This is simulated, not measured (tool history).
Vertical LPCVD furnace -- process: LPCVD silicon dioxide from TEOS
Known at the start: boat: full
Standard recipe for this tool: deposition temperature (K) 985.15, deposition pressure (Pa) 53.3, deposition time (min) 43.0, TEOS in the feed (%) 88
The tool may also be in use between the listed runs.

| run | hour | deposition temperature (K) | deposition pressure (Pa) | deposition time (min) | TEOS in the feed (%) | wafers since the last listed run | hours since the last temperature calibration | hours since the pressure gauge was zeroed | hours since the TEOS flow controller was replaced | hours since the gauge calibration | read-back reference wafer on the same gauge, thickness | film thickness on the monitor wafer in the middle of the boat (angstrom) |
|---|---|---|---|---|---|---|---|---|---|---|---|---|
| 1 | 0.0 | 985.15 | 53.3 | 43.0 | 88 | 0 | 1389.8 | 3147.2 | 5368.2 | 2398.9 | 497.96 | 5434.7 |
|  | 35.4 | pressure gauge zeroed |
| 2 | 35.9 | 985.15 | 53.3 | 43.0 | 88 | 232 | 1425.7 | 0.5 | 5404.1 | 2434.8 | 498.04 | 5526.5 |
| 3 | 84.0 | 985.15 | 53.3 | 43.0 | 88 | 939 | 1473.8 | 48.6 | 5452.2 | 2482.9 | 498.16 | 5495.7 |
| 4 | 116.0 | 985.15 | 53.3 | 43.0 | 88 | 624 | 1505.8 | 80.6 | 5484.2 | 2514.9 | 498.14 | 5491.0 |
| 5 | 170.5 | 985.15 | 48.0 | 43.0 | 88 | 1064 | 1560.3 | 135.1 | 5538.7 | 2569.4 | 497.93 | 5239.9 |
|  | 325.4 | TEOS flow controller replaced |
| 6 | 354.1 | 985.15 | 48.0 | 43.0 | 88 | 3115 | 1743.9 | 318.7 | 28.7 | 2753.0 | 498.10 | 5235.9 |
|  | 386.9 | gauge calibrated |
| 7 | 401.4 | 985.15 | 48.0 | 43.0 | 88 | 923 | 1791.2 | 366.0 | 76.0 | 14.5 | 498.11 | 5218.6 |
|  | 453.9 | pressure gauge zeroed, repeated, since the last time left the tool worse |
| 8 | 460.0 | 985.15 | 53.3 | 43.0 | 88 | 675 | 1849.8 | 6.1 | 134.6 | 73.1 | 498.00 | 5391.3 |
| 9 | 509.7 | 985.15 | 58.0 | 43.0 | 75 | 970 | 1899.5 | 55.8 | 184.3 | 122.8 | 498.33 | 5177.4 |
| 10 | 553.9 | 985.15 | 42.7 | 43.0 | 88 | 862 | 1943.7 | 100.0 | 228.5 | 167.0 | 497.97 | 4823.6 |
| 11 | 622.9 | 985.15 | 53.3 | 43.0 | 88 | 1347 | 2012.7 | 169.0 | 297.5 | 236.0 | 498.03 | 5397.1 |
| 12 | 667.6 | 976.15 | 53.3 | 43.0 | 88 | 872 | 2057.4 | 213.7 | 342.2 | 280.7 | 498.06 | 4373.6 |
| 13 | 711.0 | 996.15 | 53.3 | 43.0 | 88 | 847 | 2100.8 | 257.1 | 385.6 | 324.1 | 497.98 | 6910.6 |
| 14 | 768.6 | 985.15 | 53.3 | 43.0 | 88 | 1124 | 2158.4 | 314.7 | 443.2 | 381.7 | 498.30 | 5396.0 |
| 15 | 836.6 | 985.15 | 53.3 | 43.0 | 94 | 1327 | 2226.4 | 382.7 | 511.2 | 449.7 | 497.67 | 5558.8 |
| 16 | 869.4 | 991.15 | 53.3 | 29.0 | 88 | 640 | 2259.2 | 415.5 | 544.0 | 482.5 | 497.89 | 4164.2 |
| 17 | 928.2 | 985.15 | 57.3 | 43.0 | 88 | 1147 | 2318.0 | 474.3 | 602.8 | 541.3 | 498.46 | 5569.5 |
| 18 | 974.7 | 985.15 | 66.0 | 29.0 | 96 | 907 | 2364.5 | 520.8 | 649.3 | 587.8 | 497.60 | 4224.0 |
| 19 | 1034.5 | 985.15 | 53.3 | 43.0 | 96 | 1167 | 2424.3 | 580.6 | 709.1 | 647.6 | 497.93 | 5630.4 |
|  | 1095.4 | thermocouples replaced and temperature profile calibrated |
| 20 | 1135.5 | 978.15 | 46.0 | 43.0 | 96 | 1503 | 40.1 | 681.6 | 810.1 | 748.6 | 497.65 | 4483.1 |
| 21 | 1177.2 | 985.15 | 62.0 | 26.5 | 97 | 814 | 81.8 | 723.3 | 851.8 | 790.3 | 498.04 | 3772.8 |
| 22 | 1232.5 | 985.15 | 53.3 | 43.0 | 88 | 1079 | 137.1 | 778.6 | 907.1 | 845.6 | 497.84 | 5382.1 |
| 23 | 1261.7 | 980.15 | 66.0 | 43.0 | 88 | 570 | 166.3 | 807.8 | 936.3 | 874.8 | 497.94 | 5355.8 |
| 24 | 1330.6 | 985.15 | 53.3 | 47.5 | 97 | 1345 | 235.2 | 876.7 | 1005.2 | 943.7 | 498.19 | 6239.6 |
| 25 | 1380.4 | 985.15 | 58.7 | 60.0 | 88 | 972 | 285.0 | 926.5 | 1055.0 | 993.5 | 497.91 | 7883.9 |
| 26 | 1407.7 | 992.15 | 58.0 | 47.5 | 95 | 532 | 312.3 | 953.8 | 1082.3 | 1020.8 | 497.98 | 7589.1 |
| 27 | 1477.5 | 985.15 | 53.3 | 47.5 | 97 | 1362 | 382.1 | 1023.6 | 1152.1 | 1090.6 | 498.20 | 6256.6 |
| 28 | 1528.2 | 985.15 | 53.3 | 43.0 | 97 | 989 | 432.8 | 1074.3 | 1202.8 | 1141.3 | 498.11 | 5662.3 |
| 29 | 1630.4 | 992.15 | 53.3 | 43.0 | 79 | 1995 | 535.0 | 1176.5 | 1305.0 | 1243.5 | 497.61 | 5966.4 |
| 30 | 1695.6 | 973.15 | 46.7 | 43.0 | 72 | 1272 | 600.2 | 1241.7 | 1370.2 | 1308.7 | 497.74 | 3456.0 |

Forecast each of these 5 alternatives for the next run:
| A | 1699.7 | 985.15 | 53.3 | 57.5 | 88 | 80 | 604.3 | 1245.8 | 1374.3 | 1312.8 | ? | ? |
| B | 1699.7 | 997.15 | 66.0 | 57.5 | 81 | 80 | 604.3 | 1245.8 | 1374.3 | 1312.8 | ? | ? |
| C | 1699.7 | 985.15 | 58.0 | 43.0 | 88 | 80 | 604.3 | 1245.8 | 1374.3 | 1312.8 | ? | ? |
| D | 1699.7 | 980.15 | 53.3 | 43.0 | 96 | 80 | 604.3 | 1245.8 | 1374.3 | 1312.8 | ? | ? |
| E | 1699.7 | 985.15 | 66.0 | 43.0 | 88 | 80 | 604.3 | 1245.8 | 1374.3 | 1312.8 | ? | ? |

| run | read-back reference wafer on the same gauge, thickness | film thickness on the monitor wafer in the middle of the boat (angstrom) |
|---|---|---|
| A | 497.95 | 7218.7 |
| B | 497.95 | 10075.1 |
| C | 497.95 | 5628.0 |
| D | 497.95 | 5030.8 |
| E | 497.95 | 6001.3 |
With no hidden state in the tool, these same runs would have given:
| run | film thickness on the monitor wafer in the middle of the boat (angstrom) |
|---|---|
| A | 7193.5 |
| B | 10046.6 |
| C | 5609.9 |
| D | 5013.1 |
| E | 5984.3 |

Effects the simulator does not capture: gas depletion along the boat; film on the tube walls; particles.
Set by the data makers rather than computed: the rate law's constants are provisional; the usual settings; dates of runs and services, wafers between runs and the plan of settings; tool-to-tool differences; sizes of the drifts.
